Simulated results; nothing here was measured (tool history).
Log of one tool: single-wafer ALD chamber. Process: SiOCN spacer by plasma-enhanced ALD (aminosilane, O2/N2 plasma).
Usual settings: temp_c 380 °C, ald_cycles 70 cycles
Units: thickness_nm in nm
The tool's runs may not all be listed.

| run | hour | temp_c | ald_cycles | wafers since the last listed run | hours since the last thermocouple change | hours since the gauge calibration | read-back reference wafer on the same gauge, thickness_nm | thickness_nm |
|---|---|---|---|---|---|---|---|---|
| 1 | 0.0 | 392 | 70 | 0 | 1196.8 | 329.1 | 4.587 | 4.020 |
| 2 | 62.9 | 392 | 70 | 329 | 1259.7 | 392.0 | 4.590 | 4.023 |
| 3 | 133.0 | 392 | 70 | 367 | 1329.8 | 462.1 | 4.589 | 4.014 |
| 4 | 227.7 | 380 | 70 | 496 | 1424.5 | 556.8 | 4.589 | 4.042 |
| 5 | 437.9 | 380 | 70 | 1101 | 1634.7 | 767.0 | 4.593 | 4.044 |
| 6 | 482.6 | 380 | 70 | 234 | 1679.4 | 811.7 | 4.592 | 4.029 |
| 7 | 537.8 | 380 | 70 | 289 | 1734.6 | 866.9 | 4.593 | 4.026 |
| 8 | 616.9 | 392 | 70 | 414 | 1813.7 | 946.0 | 4.589 | 4.032 |
| 9 | 722.9 | 380 | 75 | 555 | 1919.7 | 1052.0 | 4.588 | 4.338 |
| 10 | 800.2 | 380 | 74 | 405 | 1997.0 | 1129.3 | 4.587 | 4.253 |
| 11 | 854.7 | 389 | 75 | 285 | 2051.5 | 1183.8 | 4.594 | 4.321 |
|  | 907.6 | gauge calibrated |
|  | 910.0 | thermocouple changed; heater temperature recalibrated |
| 12 | 931.6 | 392 | 64 | 361 | 21.6 | 24.0 | 4.591 | 3.673 |
| 13 | 1121.4 | 369 | 65 | 994 | 211.4 | 213.8 | 4.591 | 3.744 |
| 14 | 1221.4 | 392 | 79 | 524 | 311.4 | 313.8 | 4.590 | 4.558 |
| 15 | 1311.8 | 380 | 70 | 473 | 401.8 | 404.2 | 4.585 | 4.038 |

Forecast each of these 3 alternatives for the next run:
| A | 1312.3 | 374 | 70 | 2 | 402.3 | 404.7 | ? | ? |
| B | 1312.3 | 393 | 58 | 2 | 402.3 | 404.7 | ? | ? |
| C | 1312.3 | 389 | 61 | 2 | 402.3 | 404.7 | ? | ? |

| run | read-back reference wafer on the same gauge, thickness_nm | thickness_nm |
|---|---|---|
| A | 4.592 | 4.028 |
| B | 4.592 | 3.337 |
| C | 4.592 | 3.510 |
Without the tool's hidden state the same runs would have given:
| run | thickness_nm |
|---|---|
| A | 4.028 |
| B | 3.337 |
| C | 3.510 |
